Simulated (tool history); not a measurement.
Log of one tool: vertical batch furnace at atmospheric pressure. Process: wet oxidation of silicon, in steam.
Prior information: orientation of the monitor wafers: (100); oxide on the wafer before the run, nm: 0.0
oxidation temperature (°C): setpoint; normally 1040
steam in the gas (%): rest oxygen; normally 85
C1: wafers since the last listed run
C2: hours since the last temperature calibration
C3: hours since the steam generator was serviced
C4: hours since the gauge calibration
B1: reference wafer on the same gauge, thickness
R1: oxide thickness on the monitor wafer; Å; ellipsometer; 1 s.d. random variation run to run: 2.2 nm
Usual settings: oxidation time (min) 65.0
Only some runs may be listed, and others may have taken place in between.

run 1 hour=0.0 | oxidation_temperature_(°C)=1040 oxidation_time_(min)=74.5 steam_in_the_gas_(%)=85 | C1=0 C2=1456.7 C3=2106.3 C4=459.7 | B1=523.18 | R1=5301.1
run 2 hour=21.5 | oxidation_temperature_(°C)=1040 oxidation_time_(min)=65.0 steam_in_the_gas_(%)=93 | C1=341 C2=1478.2 C3=2127.8 C4=481.2 | B1=523.61 | R1=5157.9
run 3 hour=37.3 | oxidation_temperature_(°C)=1055 oxidation_time_(min)=65.0 steam_in_the_gas_(%)=85 | C1=250 C2=1494.0 C3=2143.6 C4=497.0 | B1=523.66 | R1=5343.1
run 4 hour=54.1 | oxidation_temperature_(°C)=1055 oxidation_time_(min)=65.0 steam_in_the_gas_(%)=85 | C1=266 C2=1510.8 C3=2160.4 C4=513.8 | B1=524.30 | R1=5322.2
run 5 hour=82.2 | oxidation_temperature_(°C)=1040 oxidation_time_(min)=65.0 steam_in_the_gas_(%)=91 | C1=446 C2=1538.9 C3=2188.5 C4=541.9 | B1=524.26 | R1=5121.9
run 6 hour=110.5 | oxidation_temperature_(°C)=1040 oxidation_time_(min)=65.0 steam_in_the_gas_(%)=85 | C1=449 C2=1567.2 C3=2216.8 C4=570.2 | B1=524.76 | R1=4874.0
run 7 hour=130.6 | oxidation_temperature_(°C)=1040 oxidation_time_(min)=65.0 steam_in_the_gas_(%)=85 | C1=319 C2=1587.3 C3=2236.9 C4=590.3 | B1=523.52 | R1=4889.0
run 8 hour=159.9 | oxidation_temperature_(°C)=1040 oxidation_time_(min)=65.0 steam_in_the_gas_(%)=85 | C1=465 C2=1616.6 C3=2266.2 C4=619.6 | B1=524.59 | R1=4880.0
run 9 hour=185.8 | oxidation_temperature_(°C)=1040 oxidation_time_(min)=65.0 steam_in_the_gas_(%)=85 | C1=411 C2=1642.5 C3=2292.1 C4=645.5 | B1=524.25 | R1=4937.7
run 10 hour=203.7 | oxidation_temperature_(°C)=1040 oxidation_time_(min)=65.0 steam_in_the_gas_(%)=85 | C1=284 C2=1660.4 C3=2310.0 C4=663.4 | B1=524.08 | R1=4902.7
run 11 hour=238.5 | oxidation_temperature_(°C)=1040 oxidation_time_(min)=51.5 steam_in_the_gas_(%)=85 | C1=552 C2=1695.2 C3=2344.8 C4=698.2 | B1=523.97 | R1=4207.0
run 12 hour=257.4 | oxidation_temperature_(°C)=1040 oxidation_time_(min)=51.5 steam_in_the_gas_(%)=85 | C1=300 C2=1714.1 C3=2363.7 C4=717.1 | B1=523.69 | R1=4237.8
run 13 hour=289.5 | oxidation_temperature_(°C)=1040 oxidation_time_(min)=65.0 steam_in_the_gas_(%)=85 | C1=509 C2=1746.2 C3=2395.8 C4=749.2 | B1=523.73 | R1=4897.0
run 14 hour=305.3 | oxidation_temperature_(°C)=1040 oxidation_time_(min)=65.0 steam_in_the_gas_(%)=85 | C1=250 C2=1762.0 C3=2411.6 C4=765.0 | B1=524.82 | R1=4883.6
run 15 hour=326.9 | oxidation_temperature_(°C)=1040 oxidation_time_(min)=65.0 steam_in_the_gas_(%)=85 | C1=343 C2=1783.6 C3=2433.2 C4=786.6 | B1=524.77 | R1=4881.9
-- hour=352.3 thermocouples replaced and temperature profile calibrated
run 16 hour=352.8 | oxidation_temperature_(°C)=1015 oxidation_time_(min)=65.0 steam_in_the_gas_(%)=85 | C1=30 C2=0.5 C3=2459.1 C4=812.5 | B1=524.44 | R1=4212.3
run 17 hour=382.4 | oxidation_temperature_(°C)=1040 oxidation_time_(min)=74.5 steam_in_the_gas_(%)=85 | C1=470 C2=30.1 C3=2488.7 C4=842.1 | B1=524.18 | R1=5351.1
-- hour=395.3 gauge calibrated
run 18 hour=412.7 | oxidation_temperature_(°C)=1040 oxidation_time_(min)=65.0 steam_in_the_gas_(%)=94 | C1=481 C2=60.4 C3=2519.0 C4=17.4 | B1=524.92 | R1=5239.6
run 19 hour=442.1 | oxidation_temperature_(°C)=1040 oxidation_time_(min)=35.5 steam_in_the_gas_(%)=90 | C1=466 C2=89.8 C3=2548.4 C4=46.8 | B1=524.49 | R1=3475.5
run 20 hour=463.7 | oxidation_temperature_(°C)=1063 oxidation_time_(min)=86.5 steam_in_the_gas_(%)=93 | C1=343 C2=111.4 C3=2570.0 C4=68.4 | B1=524.42 | R1=6832.0
run 21 hour=499.6 | oxidation_temperature_(°C)=1040 oxidation_time_(min)=65.0 steam_in_the_gas_(%)=85 | C1=570 C2=147.3 C3=2605.9 C4=104.3 | B1=524.23 | R1=4907.3
run 22 hour=523.2 | oxidation_temperature_(°C)=1025 oxidation_time_(min)=65.0 steam_in_the_gas_(%)=85 | C1=374 C2=170.9 C3=2629.5 C4=127.9 | B1=524.55 | R1=4463.0
-- hour=609.9 steam generator serviced
run 23 hour=623.1 | oxidation_temperature_(°C)=1040 oxidation_time_(min)=53.5 steam_in_the_gas_(%)=85 | C1=1205 C2=270.8 C3=13.2 C4=227.8 | B1=524.43 | R1=4325.6
run 24 hour=655.1 | oxidation_temperature_(°C)=1040 oxidation_time_(min)=65.0 steam_in_the_gas_(%)=90 | C1=508 C2=302.8 C3=45.2 C4=259.8 | B1=523.62 | R1=5095.5
run 25 hour=671.0 | oxidation_temperature_(°C)=1040 oxidation_time_(min)=90.0 steam_in_the_gas_(%)=85 | C1=252 C2=318.7 C3=61.1 C4=275.7 | B1=524.26 | R1=5946.4
run 26 hour=695.5 | oxidation_temperature_(°C)=1040 oxidation_time_(min)=56.0 steam_in_the_gas_(%)=94 | C1=389 C2=343.2 C3=85.6 C4=300.2 | B1=523.54 | R1=4783.4
run 27 hour=723.3 | oxidation_temperature_(°C)=1040 oxidation_time_(min)=65.0 steam_in_the_gas_(%)=85 | C1=441 C2=371.0 C3=113.4 C4=328.0 | B1=523.90 | R1=4945.9
run 28 hour=747.3 | oxidation_temperature_(°C)=1019 oxidation_time_(min)=55.0 steam_in_the_gas_(%)=85 | C1=381 C2=395.0 C3=137.4 C4=352.0 | B1=523.10 | R1=3866.5
run 29 hour=764.5 | oxidation_temperature_(°C)=1040 oxidation_time_(min)=65.0 steam_in_the_gas_(%)=92 | C1=273 C2=412.2 C3=154.6 C4=369.2 | B1=524.08 | R1=5152.7
run 30 hour=790.3 | oxidation_temperature_(°C)=1040 oxidation_time_(min)=47.5 steam_in_the_gas_(%)=94 | C1=409 C2=438.0 C3=180.4 C4=395.0 | B1=524.63 | R1=4270.7
run 31 hour=810.5 | oxidation_temperature_(°C)=1040 oxidation_time_(min)=90.5 steam_in_the_gas_(%)=85 | C1=320 C2=458.2 C3=200.6 C4=415.2 | B1=523.84 | R1=6066.7
run 32 hour=897.0 | oxidation_temperature_(°C)=1040 oxidation_time_(min)=75.0 steam_in_the_gas_(%)=85 | C1=1373 C2=544.7 C3=287.1 C4=501.7 | B1=524.94 | R1=5359.1
run 33 hour=928.3 | oxidation_temperature_(°C)=1040 oxidation_time_(min)=65.0 steam_in_the_gas_(%)=85 | C1=497 C2=576.0 C3=318.4 C4=533.0 | B1=524.01 | R1=4863.8
run 34 hour=944.3 | oxidation_temperature_(°C)=1016 oxidation_time_(min)=47.0 steam_in_the_gas_(%)=94 | C1=254 C2=592.0 C3=334.4 C4=549.0 | B1=523.53 | R1=3642.0
run 35 hour=957.3 | oxidation_temperature_(°C)=1026 oxidation_time_(min)=79.0 steam_in_the_gas_(%)=85 | C1=206 C2=605.0 C3=347.4 C4=562.0 | B1=525.28 | R1=5076.9
run 36 hour=1024.7 | oxidation_temperature_(°C)=1021 oxidation_time_(min)=51.5 steam_in_the_gas_(%)=94 | C1=1070 C2=672.4 C3=414.8 C4=629.4 | B1=524.14 | R1=3999.2
run 37 hour=1046.5 | oxidation_temperature_(°C)=1040 oxidation_time_(min)=65.0 steam_in_the_gas_(%)=85 | C1=346 C2=694.2 C3=436.6 C4=651.2 | B1=524.66 | R1=4876.2

5 ways to go on from here, each from the tool as it stands after run 37. What would each give?
run A hour=1051.2 | oxidation_temperature_(°C)=1040 oxidation_time_(min)=65.0 steam_in_the_gas_(%)=85 | C1=74 C2=698.9 C3=441.3 C4=655.9 | B1=? | R1=?
run B hour=1051.2 | oxidation_temperature_(°C)=1055 oxidation_time_(min)=42.5 steam_in_the_gas_(%)=79 | C1=74 C2=698.9 C3=441.3 C4=655.9 | B1=? | R1=?
run C hour=1051.2 | oxidation_temperature_(°C)=1040 oxidation_time_(min)=54.0 steam_in_the_gas_(%)=85 | C1=74 C2=698.9 C3=441.3 C4=655.9 | B1=? | R1=?
run D hour=1051.2 | oxidation_temperature_(°C)=1017 oxidation_time_(min)=47.0 steam_in_the_gas_(%)=89 | C1=74 C2=698.9 C3=441.3 C4=655.9 | B1=? | R1=?
run E hour=1051.2 | oxidation_temperature_(°C)=1033 oxidation_time_(min)=65.0 steam_in_the_gas_(%)=85 | C1=74 C2=698.9 C3=441.3 C4=655.9 | B1=? | R1=?

run=A B1=523.90 R1=4869.2
run=B B1=523.90 R1=3882.4
run=C B1=523.90 R1=4335.7
run=D B1=523.90 R1=3523.0
run=E B1=523.90 R1=4679.2
With no hidden state in the tool, these same runs would have given:
run=A R1=4869.2
run=B R1=3882.4
run=C R1=4335.7
run=D R1=3523.0
run=E R1=4679.2
